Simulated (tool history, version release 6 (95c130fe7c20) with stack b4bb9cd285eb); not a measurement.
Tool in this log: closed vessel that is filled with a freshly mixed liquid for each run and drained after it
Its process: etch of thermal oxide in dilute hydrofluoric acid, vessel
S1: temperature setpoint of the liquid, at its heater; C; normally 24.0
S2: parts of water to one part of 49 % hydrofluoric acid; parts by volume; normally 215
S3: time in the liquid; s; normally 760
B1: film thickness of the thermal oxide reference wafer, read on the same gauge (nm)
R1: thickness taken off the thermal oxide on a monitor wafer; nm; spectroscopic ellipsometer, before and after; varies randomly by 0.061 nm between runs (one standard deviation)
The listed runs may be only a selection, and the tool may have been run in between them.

run 1 hour=0.0 | S1=24.0 S2=215 S3=760 | B1=110.01 | R1=15.92
run 2 hour=67.7 | S1=24.0 S2=215 S3=760 | B1=110.01 | R1=15.91
run 3 hour=126.9 | S1=24.0 S2=215 S3=760 | B1=110.01 | R1=15.82
run 4 hour=193.1 | S1=24.0 S2=215 S3=760 | B1=110.00 | R1=15.92
run 5 hour=252.6 | S1=24.0 S2=215 S3=760 | B1=109.99 | R1=15.98
run 6 hour=287.4 | S1=24.0 S2=215 S3=760 | B1=110.00 | R1=15.94
run 7 hour=319.1 | S1=24.0 S2=155 S3=760 | B1=110.00 | R1=23.57
run 8 hour=356.8 | S1=24.0 S2=215 S3=545 | B1=109.99 | R1=11.51
run 9 hour=408.7 | S1=24.0 S2=215 S3=545 | B1=109.99 | R1=11.43
run 10 hour=433.1 | S1=24.0 S2=215 S3=1110 | B1=109.98 | R1=23.39
run 11 hour=493.7 | S1=24.0 S2=215 S3=1110 | B1=109.99 | R1=23.32
run 12 hour=526.1 | S1=24.0 S2=215 S3=1110 | B1=109.99 | R1=23.37
run 13 hour=577.6 | S1=24.0 S2=215 S3=600 | B1=110.00 | R1=12.65
run 14 hour=606.3 | S1=24.0 S2=215 S3=600 | B1=110.01 | R1=12.70
-- hour=644.6 thermometer replaced
run 15 hour=763.2 | S1=24.0 S2=215 S3=600 | B1=109.99 | R1=12.76
-- hour=827.5 hydrofluoric acid flow meter replaced
-- hour=852.5 gauge calibrated
run 16 hour=878.0 | S1=20.0 S2=215 S3=415 | B1=110.01 | R1=7.08
run 17 hour=935.3 | S1=24.0 S2=135 S3=345 | B1=109.99 | R1=11.92
run 18 hour=1001.6 | S1=24.0 S2=215 S3=460 | B1=110.00 | R1=9.17
run 19 hour=1033.1 | S1=24.0 S2=165 S3=760 | B1=110.00 | R1=20.65
run 20 hour=1080.0 | S1=19.0 S2=185 S3=760 | B1=110.00 | R1=15.03
run 21 hour=1109.6 | S1=24.0 S2=215 S3=760 | B1=110.00 | R1=15.35
run 22 hour=1135.1 | S1=24.0 S2=280 S3=760 | B1=110.01 | R1=10.97
run 23 hour=1175.4 | S1=25.5 S2=130 S3=760 | B1=110.02 | R1=29.25
run 24 hour=1207.6 | S1=24.0 S2=110 S3=760 | B1=110.00 | R1=33.34
run 25 hour=1261.7 | S1=24.0 S2=185 S3=760 | B1=110.00 | R1=18.49
run 26 hour=1303.4 | S1=24.0 S2=215 S3=630 | B1=109.99 | R1=12.70
run 27 hour=1355.9 | S1=24.0 S2=215 S3=600 | B1=110.01 | R1=12.10
run 28 hour=1472.0 | S1=24.0 S2=215 S3=760 | B1=110.00 | R1=15.46

Results for each run, recomputed without the tool's hidden state and with each run's random variation untouched:
Hidden state at play: liquid hotter than its thermometer reads (K); hydrofluoric acid flow above the setpoint (%); gauge reads high (%).
run=1 R1=15.03
run=2 R1=14.99
run=3 R1=14.87
run=4 R1=14.93
run=5 R1=14.95
run=6 R1=14.90
run=7 R1=22.07
run=8 R1=10.73
run=9 R1=10.64
run=10 R1=21.75
run=11 R1=21.64
run=12 R1=21.66
run=13 R1=11.70
run=14 R1=11.74
run=15 R1=11.73
run=16 R1=7.00
run=17 R1=11.78
run=18 R1=9.04
run=19 R1=20.32
run=20 R1=14.78
run=21 R1=15.06
run=22 R1=10.74
run=23 R1=28.66
run=24 R1=32.64
run=25 R1=18.05
run=26 R1=12.37
run=27 R1=11.77
run=28 R1=14.97
